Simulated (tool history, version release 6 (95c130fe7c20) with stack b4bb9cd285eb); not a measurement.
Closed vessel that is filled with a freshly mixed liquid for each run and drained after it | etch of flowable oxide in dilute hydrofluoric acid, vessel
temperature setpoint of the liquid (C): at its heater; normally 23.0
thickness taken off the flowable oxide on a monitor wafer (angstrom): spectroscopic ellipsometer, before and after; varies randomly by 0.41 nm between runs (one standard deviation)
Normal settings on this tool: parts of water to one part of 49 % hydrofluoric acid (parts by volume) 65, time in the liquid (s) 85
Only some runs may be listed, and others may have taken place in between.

| run | hour | temperature setpoint of the liquid (C) | parts of water to one part of 49 % hydrofluoric acid (parts by volume) | time in the liquid (s) | wafers since the last listed run | hours since the thermometer was replaced | hours since the hydrofluoric acid flow meter was replaced | hours since the gauge calibration | read-back film thickness of the flowable oxide reference wafer, read on the same gauge (nm) | thickness taken off the flowable oxide on a monitor wafer (angstrom) |
|---|---|---|---|---|---|---|---|---|---|---|
| 1 | 0.0 | 23.0 | 65 | 85 | 0 | 1688.0 | 845.4 | 298.2 | 50.00 | 450.7 |
| 2 | 15.6 | 23.0 | 65 | 85 | 1736 | 1703.6 | 861.0 | 313.8 | 50.01 | 449.3 |
| 3 | 24.6 | 23.0 | 50 | 85 | 1001 | 1712.6 | 870.0 | 322.8 | 49.97 | 590.0 |
| 4 | 38.7 | 23.0 | 65 | 85 | 1569 | 1726.7 | 884.1 | 336.9 | 50.01 | 450.4 |
| 5 | 48.0 | 23.0 | 65 | 85 | 1034 | 1736.0 | 893.4 | 346.2 | 50.01 | 444.8 |
| 6 | 57.5 | 23.0 | 65 | 85 | 1057 | 1745.5 | 902.9 | 355.7 | 49.99 | 447.3 |
| 7 | 71.8 | 23.0 | 65 | 85 | 1591 | 1759.8 | 917.2 | 370.0 | 49.99 | 450.7 |
| 8 | 83.2 | 23.0 | 65 | 85 | 1268 | 1771.2 | 928.6 | 381.4 | 49.99 | 446.7 |
| 9 | 90.9 | 23.0 | 65 | 85 | 856 | 1778.9 | 936.3 | 389.1 | 50.02 | 442.4 |
| 10 | 106.6 | 23.0 | 65 | 85 | 1747 | 1794.6 | 952.0 | 404.8 | 50.01 | 435.8 |
| 11 | 120.5 | 23.0 | 65 | 85 | 1546 | 1808.5 | 965.9 | 418.7 | 50.00 | 446.3 |
|  | 130.7 | gauge calibrated |
| 12 | 131.5 | 23.0 | 65 | 85 | 1224 | 1819.5 | 976.9 | 0.8 | 50.01 | 445.0 |
| 13 | 137.6 | 23.0 | 65 | 85 | 678 | 1825.6 | 983.0 | 6.9 | 50.00 | 442.1 |
| 14 | 152.4 | 23.0 | 65 | 85 | 1646 | 1840.4 | 997.8 | 21.7 | 49.99 | 438.6 |
| 15 | 163.5 | 23.0 | 65 | 85 | 1235 | 1851.5 | 1008.9 | 32.8 | 49.97 | 432.7 |
| 16 | 180.9 | 24.5 | 40 | 70 | 1936 | 1868.9 | 1026.3 | 50.2 | 50.01 | 644.5 |
| 17 | 195.8 | 23.0 | 65 | 85 | 1658 | 1883.8 | 1041.2 | 65.1 | 49.99 | 437.4 |

Run 18 is up next; what results do you expect?
| 18 | 211.9 | 18.5 | 90 | 85 | 1791 | 1899.9 | 1057.3 | 81.2 | ? | ? |

read-back film thickness of the flowable oxide reference wafer, read on the same gauge (nm): 50.00
thickness taken off the flowable oxide on a monitor wafer (angstrom): 254.8
With no hidden state in the tool, this same run would have given thickness taken off the flowable oxide on a monitor wafer (angstrom) 292.5.

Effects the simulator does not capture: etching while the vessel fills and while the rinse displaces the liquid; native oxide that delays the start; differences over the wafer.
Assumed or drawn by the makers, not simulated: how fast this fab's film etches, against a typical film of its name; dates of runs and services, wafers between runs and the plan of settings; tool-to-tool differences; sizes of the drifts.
